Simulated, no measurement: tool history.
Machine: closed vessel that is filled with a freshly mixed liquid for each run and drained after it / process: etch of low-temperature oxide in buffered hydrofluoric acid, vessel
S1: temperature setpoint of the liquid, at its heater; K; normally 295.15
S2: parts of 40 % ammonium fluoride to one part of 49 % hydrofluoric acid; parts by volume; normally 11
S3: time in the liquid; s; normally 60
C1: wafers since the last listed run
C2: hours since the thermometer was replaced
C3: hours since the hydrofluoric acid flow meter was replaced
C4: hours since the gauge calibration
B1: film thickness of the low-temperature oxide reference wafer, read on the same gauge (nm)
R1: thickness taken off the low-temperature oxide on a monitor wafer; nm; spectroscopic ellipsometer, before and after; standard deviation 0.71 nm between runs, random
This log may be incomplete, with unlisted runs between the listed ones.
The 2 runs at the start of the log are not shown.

run,day,S1,S2,S3,C1,C2,C3,C4,B1,R1
3,1.525,295.15,11,60,1137,3062.1,85.5,550.4,140.02,130.24
4,2.45,295.15,11,60,1618,3084.3,107.7,572.6,139.97,129.33
# day 3.571: gauge calibrated
5,3.65,295.15,11,60,2099,3113.1,136.5,1.9,139.97,129.35
6,4.167,295.15,11,60,903,3125.5,148.9,14.3,140.03,131.17
7,5.075,295.15,11,60,1589,3147.3,170.7,36.1,140.04,130.45
8,5.817,295.15,11,60,1297,3165.1,188.5,53.9,140.01,129.24
9,6.908,295.15,11,60,1910,3191.3,214.7,80.1,139.99,131.14
10,7.825,295.15,11,60,1603,3213.3,236.7,102.1,140.05,129.83
11,9.271,295.15,11,60,2529,3248,271.4,136.8,139.97,130.82
12,10.079,295.15,11,60,1414,3267.4,290.8,156.2,140.02,130.85
13,10.888,295.15,11,60,1414,3286.8,310.2,175.6,139.97,131.9
14,12.304,293.65,9,60,2478,3320.8,344.2,209.6,139.96,142.41
15,13.325,293.65,9,60,1786,3345.3,368.7,234.1,140.02,141.36
# day 14.017: thermometer replaced
16,14.692,295.15,11,60,2318,16.2,401.5,266.9,139.99,113.5
17,16.821,295.15,11,60,3725,67.3,452.6,318,140,112.35
18,17.646,295.15,11,60,1443,87.1,472.4,337.8,139.99,112.19
19,18.504,295.15,11,60,1501,107.7,493,358.4,140.01,113.9
20,19.646,296.65,14.5,70,1997,135.1,520.4,385.8,140.03,109.8
21,20.408,297.15,13,75,1334,153.4,538.7,404.1,140,134.23
22,21.146,295.15,12.5,95,1290,171.1,556.4,421.8,139.97,159.23
23,22.542,295.15,10,90,2442,204.6,589.9,455.3,140.01,188.64
# day 23.104: hydrofluoric acid flow meter replaced
24,23.162,295.15,15.5,60,1013,219.5,1.4,470.2,139.99,81.74
25,23.788,295.15,11,60,1093,234.5,16.4,485.2,139.98,114.2
# day 24.167: gauge calibrated
26,24.996,295.15,8,75,2114,263.5,45.4,19.9,139.99,189.9
27,26.258,295.15,11,40,2208,293.8,75.7,50.2,140.01,75.93

Predict the results of run 28:
28,27.521,297.15,14.5,60,2208,324.1,106,80.5,?,?

{"run 28": {"B1": 139.95, "R1": 98.72}}
On a tool with no hidden condition, and with the same random variation, this run would have come out at R1 96.38 nm.
